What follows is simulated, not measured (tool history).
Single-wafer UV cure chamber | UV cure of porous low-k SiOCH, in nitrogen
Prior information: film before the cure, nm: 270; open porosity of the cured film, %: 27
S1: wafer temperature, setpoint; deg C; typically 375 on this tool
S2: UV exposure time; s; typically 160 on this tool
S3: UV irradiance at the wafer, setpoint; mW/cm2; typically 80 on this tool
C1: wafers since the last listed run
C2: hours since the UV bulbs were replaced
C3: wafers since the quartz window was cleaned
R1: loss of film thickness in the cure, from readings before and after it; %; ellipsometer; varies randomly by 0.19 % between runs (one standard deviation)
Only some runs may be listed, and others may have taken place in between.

run 1 hour=0 | S1=375 S2=160 S3=56 | C1=0 C2=943.5 C3=3873 | R1=8.916
run 2 hour=192.5 | S1=375 S2=160 S3=56 | C1=856 C2=1136 C3=4730 | R1=8.522
-- hour=254.3 quartz window cleaned
run 3 hour=262.8 | S1=375 S2=160 S3=80 | C1=277 C2=1206.3 C3=37 | R1=11.218
run 4 hour=327.8 | S1=375 S2=160 S3=80 | C1=289 C2=1271.3 C3=326 | R1=11.127
run 5 hour=389.8 | S1=375 S2=160 S3=80 | C1=275 C2=1333.3 C3=602 | R1=11.366
run 6 hour=593.9 | S1=375 S2=160 S3=80 | C1=908 C2=1537.4 C3=1510 | R1=11.191
run 7 hour=638.5 | S1=375 S2=160 S3=80 | C1=198 C2=1582 C3=1709 | R1=11.082
run 8 hour=697.8 | S1=375 S2=160 S3=80 | C1=263 C2=1641.3 C3=1973 | R1=11.133
run 9 hour=742.3 | S1=375 S2=160 S3=80 | C1=197 C2=1685.8 C3=2171 | R1=11.022
run 10 hour=769.7 | S1=363 S2=160 S3=80 | C1=121 C2=1713.2 C3=2292 | R1=10.899
run 11 hour=819.8 | S1=363 S2=160 S3=80 | C1=222 C2=1763.3 C3=2515 | R1=10.855
run 12 hour=861.5 | S1=375 S2=160 S3=80 | C1=185 C2=1805 C3=2701 | R1=11.05
run 13 hour=895.2 | S1=375 S2=160 S3=80 | C1=149 C2=1838.7 C3=2851 | R1=10.869
run 14 hour=952 | S1=375 S2=160 S3=80 | C1=252 C2=1895.5 C3=3103 | R1=10.824
run 15 hour=984.1 | S1=363 S2=200 S3=49 | C1=142 C2=1927.6 C3=3246 | R1=8.892
run 16 hour=1019.2 | S1=375 S2=160 S3=112 | C1=156 C2=1962.7 C3=3402 | R1=12.526
run 17 hour=1050.3 | S1=366 S2=160 S3=80 | C1=138 C2=1993.8 C3=3541 | R1=10.198
-- hour=1088.7 UV bulbs replaced
-- hour=1182 quartz window cleaned
run 18 hour=1232.6 | S1=388 S2=160 S3=96 | C1=739 C2=143.9 C3=224 | R1=12.49
run 19 hour=1290.4 | S1=375 S2=70 S3=104 | C1=257 C2=201.7 C3=482 | R1=8.191
run 20 hour=1362.1 | S1=375 S2=160 S3=56 | C1=318 C2=273.4 C3=801 | R1=9.147
run 21 hour=1431.3 | S1=375 S2=160 S3=80 | C1=307 C2=342.6 C3=1108 | R1=11.03
run 22 hour=1467.5 | S1=375 S2=160 S3=80 | C1=161 C2=378.8 C3=1270 | R1=10.821
run 23 hour=1514.3 | S1=358 S2=225 S3=51 | C1=208 C2=425.6 C3=1478 | R1=9.912
run 24 hour=1572.1 | S1=375 S2=160 S3=80 | C1=257 C2=483.4 C3=1735 | R1=10.552
run 25 hour=1634.8 | S1=375 S2=160 S3=80 | C1=278 C2=546.1 C3=2014 | R1=10.954
run 26 hour=1696.1 | S1=362 S2=245 S3=68 | C1=272 C2=607.4 C3=2287 | R1=11.869
run 27 hour=1758 | S1=375 S2=160 S3=100 | C1=275 C2=669.3 C3=2562 | R1=11.833
run 28 hour=1787.7 | S1=375 S2=120 S3=80 | C1=132 C2=699 C3=2694 | R1=9.339
run 29 hour=1815.4 | S1=366 S2=160 S3=80 | C1=123 C2=726.7 C3=2817 | R1=10.709

3 ways to go on from here, each from the tool as it stands after run 29. What would each give?
run A hour=1815.9 | S1=375 S2=160 S3=80 | C1=2 C2=727.2 C3=2820 | R1=?
run B hour=1815.9 | S1=375 S2=70 S3=115 | C1=2 C2=727.2 C3=2820 | R1=?
run C hour=1815.9 | S1=375 S2=220 S3=80 | C1=2 C2=727.2 C3=2820 | R1=?

run=A R1=10.314
run=B R1=8.08
run=C R1=11.902
Without the tool's unlogged condition, the same runs would have read:
run=A R1=10.872
run=B R1=8.612
run=C R1=12.474
